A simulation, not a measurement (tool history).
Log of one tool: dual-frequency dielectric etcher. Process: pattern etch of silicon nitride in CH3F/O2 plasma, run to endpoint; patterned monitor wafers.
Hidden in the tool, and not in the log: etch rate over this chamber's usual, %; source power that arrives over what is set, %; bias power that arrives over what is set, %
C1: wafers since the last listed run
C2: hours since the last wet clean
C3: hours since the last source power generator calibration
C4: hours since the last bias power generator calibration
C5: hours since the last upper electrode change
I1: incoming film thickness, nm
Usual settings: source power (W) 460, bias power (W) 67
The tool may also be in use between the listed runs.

run 1 hour=0.0 | source_power_(W)=460 bias_power_(W)=67 | C1=0 C2=354.6 C3=2058.0 C4=749.6 C5=4780.8 | I1=83.2 | endpoint_time_(s)=88.3
-- hour=25.1 wet clean of the chamber
run 2 hour=50.9 | source_power_(W)=460 bias_power_(W)=67 | C1=166 C2=25.8 C3=2108.9 C4=800.5 C5=4831.7 | I1=82.3 | endpoint_time_(s)=90.1
run 3 hour=137.9 | source_power_(W)=460 bias_power_(W)=67 | C1=538 C2=112.8 C3=2195.9 C4=887.5 C5=4918.7 | I1=83.0 | endpoint_time_(s)=92.0
run 4 hour=238.6 | source_power_(W)=410 bias_power_(W)=60 | C1=622 C2=213.5 C3=2296.6 C4=988.2 C5=5019.4 | I1=83.1 | endpoint_time_(s)=96.4
run 5 hour=328.3 | source_power_(W)=460 bias_power_(W)=57 | C1=554 C2=303.2 C3=2386.3 C4=1077.9 C5=5109.1 | I1=82.3 | endpoint_time_(s)=91.1
-- hour=380.7 wet clean of the chamber
run 6 hour=418.3 | source_power_(W)=460 bias_power_(W)=57 | C1=408 C2=37.6 C3=2476.3 C4=1167.9 C5=5199.1 | I1=82.9 | endpoint_time_(s)=89.5
-- hour=475.8 upper electrode replaced
run 7 hour=515.6 | source_power_(W)=380 bias_power_(W)=54 | C1=453 C2=134.9 C3=2573.6 C4=1265.2 C5=39.8 | I1=81.9 | endpoint_time_(s)=95.8
run 8 hour=589.7 | source_power_(W)=530 bias_power_(W)=67 | C1=458 C2=209.0 C3=2647.7 C4=1339.3 C5=113.9 | I1=83.2 | endpoint_time_(s)=80.9
-- hour=672.1 wet clean of the chamber, repeated, since the last time left the tool worse
run 9 hour=693.4 | source_power_(W)=570 bias_power_(W)=54 | C1=492 C2=21.3 C3=2751.4 C4=1443.0 C5=217.6 | I1=82.1 | endpoint_time_(s)=85.2
-- hour=719.5 source power generator calibrated
run 10 hour=800.2 | source_power_(W)=370 bias_power_(W)=84 | C1=635 C2=128.1 C3=80.7 C4=1549.8 C5=324.4 | I1=83.0 | endpoint_time_(s)=93.5
run 11 hour=858.8 | source_power_(W)=570 bias_power_(W)=54 | C1=362 C2=186.7 C3=139.3 C4=1608.4 C5=383.0 | I1=83.1 | endpoint_time_(s)=84.7
run 12 hour=927.3 | source_power_(W)=400 bias_power_(W)=67 | C1=423 C2=255.2 C3=207.8 C4=1676.9 C5=451.5 | I1=83.6 | endpoint_time_(s)=94.8
-- hour=970.8 bias power generator calibrated
run 13 hour=993.8 | source_power_(W)=460 bias_power_(W)=57 | C1=386 C2=321.7 C3=274.3 C4=23.0 C5=518.0 | I1=83.3 | endpoint_time_(s)=91.5
-- hour=1066.3 wet clean of the chamber
run 14 hour=1066.8 | source_power_(W)=410 bias_power_(W)=63 | C1=303 C2=0.5 C3=347.3 C4=96.0 C5=591.0 | I1=82.9 | endpoint_time_(s)=95.4
run 15 hour=1153.5 | source_power_(W)=350 bias_power_(W)=57 | C1=536 C2=87.2 C3=434.0 C4=182.7 C5=677.7 | I1=83.3 | endpoint_time_(s)=104.3
run 16 hour=1258.6 | source_power_(W)=530 bias_power_(W)=80 | C1=649 C2=192.3 C3=539.1 C4=287.8 C5=782.8 | I1=83.2 | endpoint_time_(s)=83.2

Measured less the same run without the tool's hidden state. The same run-to-run variation is in both; the gauge's scatter may not be:
run=1 endpoint_time_(s)=-2.0
run=2 endpoint_time_(s)=-0.4
run=3 endpoint_time_(s)=-0.9
run=4 endpoint_time_(s)=-1.6
run=5 endpoint_time_(s)=-2.1
run=6 endpoint_time_(s)=-4.6
run=7 endpoint_time_(s)=-5.6
run=8 endpoint_time_(s)=-5.1
run=9 endpoint_time_(s)=-0.4
run=10 endpoint_time_(s)=-1.1
run=11 endpoint_time_(s)=-1.3
run=12 endpoint_time_(s)=-1.9
run=13 endpoint_time_(s)=-2.2
run=14 endpoint_time_(s)=+0.0
run=15 endpoint_time_(s)=-0.5
run=16 endpoint_time_(s)=-1.0
